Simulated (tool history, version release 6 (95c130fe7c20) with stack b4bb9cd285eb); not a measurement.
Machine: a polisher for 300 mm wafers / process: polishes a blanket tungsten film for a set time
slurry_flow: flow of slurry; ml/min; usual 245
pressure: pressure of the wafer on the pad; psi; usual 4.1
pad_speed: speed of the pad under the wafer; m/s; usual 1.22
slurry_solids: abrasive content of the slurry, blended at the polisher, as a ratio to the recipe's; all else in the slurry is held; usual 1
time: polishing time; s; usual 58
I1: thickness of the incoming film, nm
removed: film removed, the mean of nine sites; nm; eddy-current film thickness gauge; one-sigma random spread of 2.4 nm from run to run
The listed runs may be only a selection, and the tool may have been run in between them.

run 1 day=0 | slurry_flow=245 pressure=4.1 pad_speed=1.22 slurry_solids=1 time=58 | I1=1055.2 | removed=352.1
run 2 day=0.721 | slurry_flow=245 pressure=4.1 pad_speed=1.22 slurry_solids=1 time=58 | I1=1034 | removed=352.4
run 3 day=1.583 | slurry_flow=245 pressure=4.1 pad_speed=1.22 slurry_solids=1 time=58 | I1=1047 | removed=352.7
run 4 day=2.679 | slurry_flow=245 pressure=4.1 pad_speed=1.22 slurry_solids=1 time=58 | I1=1051.3 | removed=349.3
-- day=3.492 slurry nozzle cleaned
run 5 day=3.625 | slurry_flow=245 pressure=4.1 pad_speed=1.22 slurry_solids=1 time=46 | I1=1046.2 | removed=275.6
run 6 day=4.888 | slurry_flow=245 pressure=4.1 pad_speed=1.22 slurry_solids=1 time=46 | I1=1041.8 | removed=274.7
-- day=5.658 worn pad replaced by a new one
run 7 day=5.679 | slurry_flow=245 pressure=4.1 pad_speed=1.22 slurry_solids=1 time=58 | I1=1030.5 | removed=344.6
run 8 day=6.154 | slurry_flow=245 pressure=4.1 pad_speed=1.22 slurry_solids=1 time=58 | I1=1022.8 | removed=337.7
run 9 day=7.271 | slurry_flow=245 pressure=4.1 pad_speed=1.22 slurry_solids=1 time=58 | I1=1034.3 | removed=340.8
-- day=8.021 slurry blender recalibrated
run 10 day=8.058 | slurry_flow=245 pressure=5.3 pad_speed=1.22 slurry_solids=1 time=44 | I1=1037.5 | removed=304.3
-- day=8.467 slurry tank refilled with fresh slurry and peroxide
run 11 day=9.246 | slurry_flow=245 pressure=4.1 pad_speed=1.22 slurry_solids=1 time=58 | I1=1031.5 | removed=355.8
run 12 day=10.612 | slurry_flow=245 pressure=4.1 pad_speed=1.22 slurry_solids=1 time=58 | I1=1054.4 | removed=348.8
run 13 day=11.9 | slurry_flow=185 pressure=4.1 pad_speed=0.96 slurry_solids=1 time=69 | I1=1032.6 | removed=338.7
-- day=12.671 worn pad replaced by a new one
run 14 day=12.692 | slurry_flow=245 pressure=3.5 pad_speed=1.22 slurry_solids=1 time=66 | I1=1039.6 | removed=362
run 15 day=14.038 | slurry_flow=175 pressure=4.1 pad_speed=1.42 slurry_solids=0.9 time=58 | I1=1042.3 | removed=361.7
run 16 day=15.446 | slurry_flow=245 pressure=5.3 pad_speed=1.04 slurry_solids=1.2 time=58 | I1=1043.3 | removed=375.2
run 17 day=16.529 | slurry_flow=280 pressure=4.1 pad_speed=0.88 slurry_solids=0.7 time=66 | I1=1027.9 | removed=290.6
-- day=16.817 slurry tank refilled with fresh slurry and peroxide
-- day=17.346 head pressure recalibrated
run 18 day=19.112 | slurry_flow=310 pressure=5.2 pad_speed=1.22 slurry_solids=1 time=58 | I1=1043 | removed=423.3
run 19 day=20.267 | slurry_flow=310 pressure=4.1 pad_speed=1.22 slurry_solids=1 time=58 | I1=1056.8 | removed=361.1
-- day=20.592 worn pad replaced by a new one
run 20 day=21.383 | slurry_flow=245 pressure=4.1 pad_speed=1.22 slurry_solids=1 time=58 | I1=1040.1 | removed=344.2
-- day=21.804 slurry blender recalibrated
run 21 day=22.475 | slurry_flow=245 pressure=4.1 pad_speed=1.22 slurry_solids=1 time=58 | I1=1029.2 | removed=345.9
-- day=23.533 slurry nozzle cleaned
run 22 day=23.683 | slurry_flow=245 pressure=4.1 pad_speed=1.22 slurry_solids=1 time=58 | I1=1058.1 | removed=339.7
-- day=24.088 slurry tank refilled with fresh slurry and peroxide
run 23 day=24.258 | slurry_flow=245 pressure=4.1 pad_speed=1.08 slurry_solids=1 time=58 | I1=1037.8 | removed=324.3
run 24 day=25.367 | slurry_flow=305 pressure=4.5 pad_speed=1.22 slurry_solids=1 time=49 | I1=1045.8 | removed=323.1
run 25 day=26.575 | slurry_flow=185 pressure=3.5 pad_speed=1.22 slurry_solids=1.25 time=58 | I1=1038.8 | removed=317.1

Each row is a separate what-if for the run after 25, all from the same tool condition, not one after another. Results?
run A day=26.592 | slurry_flow=245 pressure=4.1 pad_speed=1.22 slurry_solids=1 time=58 | I1=1022 | removed=?
run B day=26.592 | slurry_flow=245 pressure=2.9 pad_speed=1.22 slurry_solids=1.25 time=39 | I1=1022 | removed=?
run C day=26.592 | slurry_flow=305 pressure=4.1 pad_speed=0.98 slurry_solids=1 time=41 | I1=1022 | removed=?
run D day=26.592 | slurry_flow=245 pressure=4.1 pad_speed=1.22 slurry_solids=1.15 time=49 | I1=1022 | removed=?
run E day=26.592 | slurry_flow=245 pressure=4.1 pad_speed=1.22 slurry_solids=0.85 time=58 | I1=1022 | removed=?

run=A removed=347.9
run=B removed=197.7
run=C removed=216.7
run=D removed=302.7
run=E removed=336.5
The same runs, with their run-to-run variation unchanged, on a tool lacking any hidden condition would have given:
run=A removed=355.6
run=B removed=202.1
run=C removed=221.5
run=D removed=309.4
run=E removed=344
